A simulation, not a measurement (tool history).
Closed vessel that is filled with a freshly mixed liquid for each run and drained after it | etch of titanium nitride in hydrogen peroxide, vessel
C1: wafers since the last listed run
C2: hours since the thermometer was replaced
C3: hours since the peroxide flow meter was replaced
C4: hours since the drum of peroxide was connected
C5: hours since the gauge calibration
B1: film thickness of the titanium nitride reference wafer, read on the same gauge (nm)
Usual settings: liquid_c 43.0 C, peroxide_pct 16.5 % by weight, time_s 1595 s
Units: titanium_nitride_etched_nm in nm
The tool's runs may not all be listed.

Run 1, hour 0.0: usual settings; C1 0; C2 369.5; C3 471.3; C4 889.9; C5 126.3; B1 100.00. Result: titanium_nitride_etched_nm 23.05 nm.
Run 2, hour 11.0: usual settings but time_s 1230 s; C1 611; C2 380.5; C3 482.3; C4 900.9; C5 137.3; B1 100.00. Result: titanium_nitride_etched_nm 17.64 nm.
Run 3, hour 21.9: usual settings but time_s 1230 s; C1 605; C2 391.4; C3 493.2; C4 911.8; C5 148.2; B1 100.01. Result: titanium_nitride_etched_nm 17.64 nm.
Run 4, hour 28.5: usual settings but time_s 1230 s; C1 366; C2 398.0; C3 499.8; C4 918.4; C5 154.8; B1 100.00. Result: titanium_nitride_etched_nm 17.79 nm.
Run 5, hour 38.6: usual settings but liquid_c 47.0 C, peroxide_pct 20.0 % by weight; C1 561; C2 408.1; C3 509.9; C4 928.5; C5 164.9; B1 99.99. Result: titanium_nitride_etched_nm 32.04 nm.
Run 6, hour 49.8: usual settings but liquid_c 47.0 C, peroxide_pct 20.0 % by weight; C1 622; C2 419.3; C3 521.1; C4 939.7; C5 176.1; B1 100.00. Result: titanium_nitride_etched_nm 32.30 nm.
At hour 52.0: gauge calibrated.
Run 7, hour 56.8: usual settings but peroxide_pct 14.5 % by weight; C1 389; C2 426.3; C3 528.1; C4 946.7; C5 4.8; B1 100.03. Result: titanium_nitride_etched_nm 22.52 nm.
Run 8, hour 63.4: usual settings but peroxide_pct 14.5 % by weight; C1 366; C2 432.9; C3 534.7; C4 953.3; C5 11.4; B1 100.01. Result: titanium_nitride_etched_nm 22.58 nm.
Run 9, hour 80.2: usual settings but peroxide_pct 14.5 % by weight; C1 933; C2 449.7; C3 551.5; C4 970.1; C5 28.2; B1 100.00. Result: titanium_nitride_etched_nm 22.55 nm.
Run 10, hour 89.6: usual settings; C1 522; C2 459.1; C3 560.9; C4 979.5; C5 37.6; B1 100.01. Result: titanium_nitride_etched_nm 23.08 nm.
Run 11, hour 106.0: usual settings; C1 911; C2 475.5; C3 577.3; C4 995.9; C5 54.0; B1 100.01. Result: titanium_nitride_etched_nm 23.11 nm.
Run 12, hour 119.7: usual settings; C1 761; C2 489.2; C3 591.0; C4 1009.6; C5 67.7; B1 99.99. Result: titanium_nitride_etched_nm 23.05 nm.
At hour 130.0: peroxide flow meter replaced.
Run 13, hour 131.6: usual settings; C1 605; C2 501.1; C3 1.6; C4 1021.5; C5 79.6; B1 99.98. Result: titanium_nitride_etched_nm 23.79 nm.
Run 14, hour 145.0: usual settings but liquid_c 51.5 C, time_s 1300 s; C1 744; C2 514.5; C3 15.0; C4 1034.9; C5 93.0; B1 100.02. Result: titanium_nitride_etched_nm 36.27 nm.
Run 15, hour 152.8: usual settings; C1 433; C2 522.3; C3 22.8; C4 1042.7; C5 100.8; B1 100.00. Result: titanium_nitride_etched_nm 23.87 nm.
Run 16, hour 160.3: usual settings; C1 416; C2 529.8; C3 30.3; C4 1050.2; C5 108.3; B1 100.00. Result: titanium_nitride_etched_nm 23.69 nm.
Run 17, hour 174.9: usual settings but liquid_c 34.0 C, peroxide_pct 12.0 % by weight, time_s 1260 s; C1 811; C2 544.4; C3 44.9; C4 1064.8; C5 122.9; B1 100.00. Result: titanium_nitride_etched_nm 8.79 nm.
Run 18, hour 181.3: usual settings but liquid_c 47.0 C, peroxide_pct 20.0 % by weight; C1 355; C2 550.8; C3 51.3; C4 1071.2; C5 129.3; B1 100.00. Result: titanium_nitride_etched_nm 33.50 nm.
At hour 187.1: new drum of peroxide connected.
At hour 193.0: thermometer replaced.
Run 19, hour 193.5: usual settings; C1 566; C2 0.5; C3 63.5; C4 6.4; C5 141.5; B1 100.03. Result: titanium_nitride_etched_nm 22.68 nm.
At hour 204.5: gauge calibrated.
Run 20, hour 208.5: usual settings but peroxide_pct 18.5 % by weight; C1 833; C2 15.5; C3 78.5; C4 21.4; C5 4.0; B1 100.02. Result: titanium_nitride_etched_nm 23.20 nm.
Run 21, hour 220.1: usual settings but liquid_c 33.5 C, time_s 725 s; C1 644; C2 27.1; C3 90.1; C4 33.0; C5 15.6; B1 100.01. Result: titanium_nitride_etched_nm 4.88 nm.
Run 22, hour 229.8: usual settings but liquid_c 52.5 C; C1 539; C2 36.8; C3 99.8; C4 42.7; C5 25.3; B1 100.00. Result: titanium_nitride_etched_nm 45.27 nm.
Run 23, hour 236.2: usual settings but peroxide_pct 19.0 % by weight, time_s 2315 s; C1 355; C2 43.2; C3 106.2; C4 49.1; C5 31.7; B1 100.00. Result: titanium_nitride_etched_nm 33.78 nm.
Run 24, hour 251.1: usual settings but liquid_c 52.0 C; C1 828; C2 58.1; C3 121.1; C4 64.0; C5 46.6; B1 100.00. Result: titanium_nitride_etched_nm 43.63 nm.
Run 25, hour 281.8: usual settings; C1 1706; C2 88.8; C3 151.8; C4 94.7; C5 77.3; B1 99.99. Result: titanium_nitride_etched_nm 22.70 nm.
Run 26, hour 296.1: usual settings but liquid_c 36.0 C, peroxide_pct 14.5 % by weight, time_s 1220 s; C1 794; C2 103.1; C3 166.1; C4 109.0; C5 91.6; B1 99.97. Result: titanium_nitride_etched_nm 9.87 nm.
Run 27, hour 316.6: usual settings but peroxide_pct 13.0 % by weight; C1 1139; C2 123.6; C3 186.6; C4 129.5; C5 112.1; B1 99.99. Result: titanium_nitride_etched_nm 21.61 nm.

4 options for the next run, each taken on its own from the tool as it stands now. Forecast them:
Run A, hour 317.7: usual settings; C1 61; C2 124.7; C3 187.7; C4 130.6; C5 113.2; B1 ?. Result: titanium_nitride_etched_nm ?.
Run B, hour 317.7: usual settings but liquid_c 39.0 C, peroxide_pct 12.0 % by weight, time_s 1295 s; C1 61; C2 124.7; C3 187.7; C4 130.6; C5 113.2; B1 ?. Result: titanium_nitride_etched_nm ?.
Run C, hour 317.7: usual settings but liquid_c 45.5 C, peroxide_pct 20.0 % by weight, time_s 695 s; C1 61; C2 124.7; C3 187.7; C4 130.6; C5 113.2; B1 ?. Result: titanium_nitride_etched_nm ?.
Run D, hour 317.7: usual settings but liquid_c 52.0 C, peroxide_pct 12.0 % by weight, time_s 1180 s; C1 61; C2 124.7; C3 187.7; C4 130.6; C5 113.2; B1 ?. Result: titanium_nitride_etched_nm ?.

run      B1  titanium_nitride_etched_nm
  A  100.00                       22.65
  B  100.00                       12.68
  C  100.00                       12.40
  D  100.00                       30.32
The same runs, with their run-to-run variation unchanged, on a tool lacking any hidden condition would have given:
run  titanium_nitride_etched_nm
  A                       22.54
  B                       12.61
  C                       12.34
  D                       30.19
